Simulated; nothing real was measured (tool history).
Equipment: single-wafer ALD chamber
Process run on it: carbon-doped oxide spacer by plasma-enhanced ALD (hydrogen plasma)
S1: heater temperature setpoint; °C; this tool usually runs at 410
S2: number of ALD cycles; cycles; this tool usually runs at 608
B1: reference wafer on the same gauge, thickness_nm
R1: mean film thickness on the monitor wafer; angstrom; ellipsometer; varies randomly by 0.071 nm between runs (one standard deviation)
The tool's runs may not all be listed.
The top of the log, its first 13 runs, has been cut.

run   hour   S1   S2      B1      R1
 14    329  410  608  32.075  278.14
 15  360.4  410  608  32.008  278.48
     378.6  -- gauge calibrated
 16  390.1  410  608  32.699  284.44
 17  407.7  401  608  32.634  291.07
 18  431.6  401  608  32.616  289.41
 19  466.8  401  608  32.543  289.72
 20  481.1  410  608  32.498  282.63
 21  500.9  422  487  32.491  218.84
 22    532  399  552  32.426   263.1
 23    552  401  567  32.443  267.72
 24  582.7  418  664  32.391  300.08
     604.6  -- thermocouple changed; heater temperature recalibrated
 25  605.1  416  728  32.328  329.71
 26  615.4  416  700  32.362  317.86
 27  644.2  410  608  32.311  280.75
 28  669.4  424  519  32.313   230.6
 29    694  410  608  32.244  281.07
 30  727.5  421  655  32.258  292.44
 31  746.3  422  685   32.22  306.56
 32  776.6  416  560  32.199  252.73
 33    791  417  545  32.168  245.39

Run 34 comes next. What will it give?
 34  825.6  410  608   ?   ?

{"run 34": {"B1": 32.167, "R1": 279.98}}
Were there no unlogged condition in the tool, this run, its random variation unchanged, would have produced R1 285.41 angstrom.
